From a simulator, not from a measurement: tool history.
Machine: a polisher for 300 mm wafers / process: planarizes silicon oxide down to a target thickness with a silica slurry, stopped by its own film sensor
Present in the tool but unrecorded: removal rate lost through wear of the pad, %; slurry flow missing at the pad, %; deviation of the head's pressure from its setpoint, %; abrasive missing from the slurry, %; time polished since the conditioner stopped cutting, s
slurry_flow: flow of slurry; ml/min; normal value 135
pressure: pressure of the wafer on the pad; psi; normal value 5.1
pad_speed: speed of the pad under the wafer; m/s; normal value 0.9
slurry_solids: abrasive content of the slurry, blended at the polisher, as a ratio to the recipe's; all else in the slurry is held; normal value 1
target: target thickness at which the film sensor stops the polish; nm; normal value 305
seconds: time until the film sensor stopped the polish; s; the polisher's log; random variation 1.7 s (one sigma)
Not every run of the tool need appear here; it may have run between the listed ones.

run    hour  slurry_flow  pressure  pad_speed  slurry_solids  target  wafers since the last listed run  wafers polished on this pad  hours since the slurry nozzle was cleaned  hours since the head pressure was calibrated  hours since the slurry blender was calibrated  hours since the conditioning disc was replaced  incoming thickness of the incoming film, nm  seconds
  1       0          120       5.1        0.9              1     270                                 0                         2529                                        287                                            78                                          405.9                                           487.9                                        607.6    109.5
          4  -- conditioning disc replaced and pad reconditioned
       61.7  -- slurry blender recalibrated
  2    71.4          120       5.1        0.9              1     270                               736                         3265                                      358.4                                         149.4                                            9.7                                            67.4                                        607.8    113.6
  3    97.7          135       5.1        0.9              1     305                               287                         3553                                      384.7                                         175.7                                             36                                            93.7                                        607.4    102.9
  4   167.6          120       5.1        0.9              1     305                               763                         4316                                      454.6                                         245.6                                          105.9                                           163.6                                        604.3    106.4
  5   221.2          135       3.7        0.9           1.15     305                               585                         4902                                      508.2                                         299.2                                          159.5                                           217.2                                          607    142.3
      227.7  -- slurry nozzle cleaned
      251.5  -- worn pad replaced by a new one
  6   291.2          150       5.1        0.9              1     359                               710                          433                                       63.5                                         369.2                                          229.5                                           287.2                                        599.1     73.4
  7   320.4          120       5.1        0.9              1     305                               319                          752                                       92.7                                         398.4                                          258.7                                           316.4                                        610.2     97.5
  8     356          135       3.6       0.78           0.75     258                               388                         1141                                      128.3                                           434                                          294.3                                             352                                        611.3    199.4
  9   415.8          135       5.1        0.9              1     305                               653                         1794                                      188.1                                         493.8                                          354.1                                           411.8                                        612.6     96.2
      443.4  -- conditioning disc replaced and pad reconditioned
 10   473.1          150       5.1        0.9              1     305                               604                         2398                                      245.4                                         551.1                                          411.4                                            29.7                                        609.1     98.4
 11   532.4          135       5.1        0.9              1     305                               647                         3046                                      304.7                                         610.4                                          470.7                                              89                                        617.5    106.8
      584.2  -- slurry blender recalibrated
 12   589.1          135       6.6        0.9              1     305                               597                         3644                                      361.4                                         667.1                                            4.9                                           145.7                                        601.5     78.5
 13   656.1          135       6.5       1.12           0.85     277                               732                         4376                                      428.4                                         734.1                                           71.9                                           212.7                                        601.7     80.9
      685.6  -- worn pad replaced by a new one
      688.4  -- slurry nozzle cleaned
 14   693.7          180       6.4       1.14              1     305                               356                           77                                        5.3                                         771.7                                          109.5                                           250.3                                        618.8     62.1
 15   740.2          135       6.2        0.7              1     305                               508                          585                                       51.8                                         818.2                                            156                                           296.8                                        618.2    100.4
 16   796.4          135       5.9        0.9              1     305                               614                         1199                                        108                                         874.4                                          212.2                                             353                                        619.7     85.6
      844.2  -- conditioning disc replaced and pad reconditioned
      847.8  -- head pressure recalibrated
 17   863.2          135       5.1        0.9              1     305                               686                         1886                                      174.8                                          15.4                                            279                                              19                                        609.1    100.6
 18   965.7          135       5.1        0.9              1     305                              1119                         3006                                      277.3                                         117.9                                          381.5                                           121.5                                          605     95.8
 19  1018.4          135       4.1       1.04              1     305                               575                         3581                                        330                                         170.6                                          434.2                                           174.2                                        611.7    116.6
     1050.4  -- slurry blender recalibrated
 20  1078.4          135       5.1        0.9              1     305                               633                         4215                                        390                                         230.6                                             28                                           234.2                                        607.8    107.3
 21  1105.8          135       5.1        0.9           1.25     235                               299                         4514                                      417.4                                           258                                           55.4                                           261.6                                        620.8      124
     1113.2  -- slurry nozzle cleaned
 22  1151.2          150       5.1        0.9              1     359                               485                         5000                                         38                                         303.4                                          100.8                                             307                                        610.4     89.8
     1177.2  -- worn pad replaced by a new one
 23  1178.2          165       5.1        0.9              1     305                               251                           11                                         65                                         330.4                                          127.8                                             334                                          603     89.8
 24  1205.1          110       5.1       0.64              1     234                               293                          304                                       91.9                                         357.3                                          154.7                                           360.9                                        613.3    165.2
 25  1237.5          135       5.1        0.9              1     305                               353                          658                                      124.3                                         389.7                                          187.1                                           393.3                                        613.4     99.1
 26  1301.6          115       5.1       1.04            1.3     305                               700                         1359                                      188.4                                         453.8                                          251.2                                           457.4                                        605.1     79.3

Results per run with the tool's hidden condition removed, run-to-run variation unchanged:
run  seconds
  1      105
  2      106
  3     94.9
  4     94.6
  5    122.3
  6     72.3
  7     95.9
  8    195.3
  9     93.2
 10     93.9
 11     99.9
 12     71.6
 13     71.2
 14     61.5
 15     99.3
 16     84.1
 17     97.5
 18       90
 19      107
 20     95.5
 21    108.5
 22     76.2
 23     88.4
 24    162.4
 25     97.3
 26     77.2
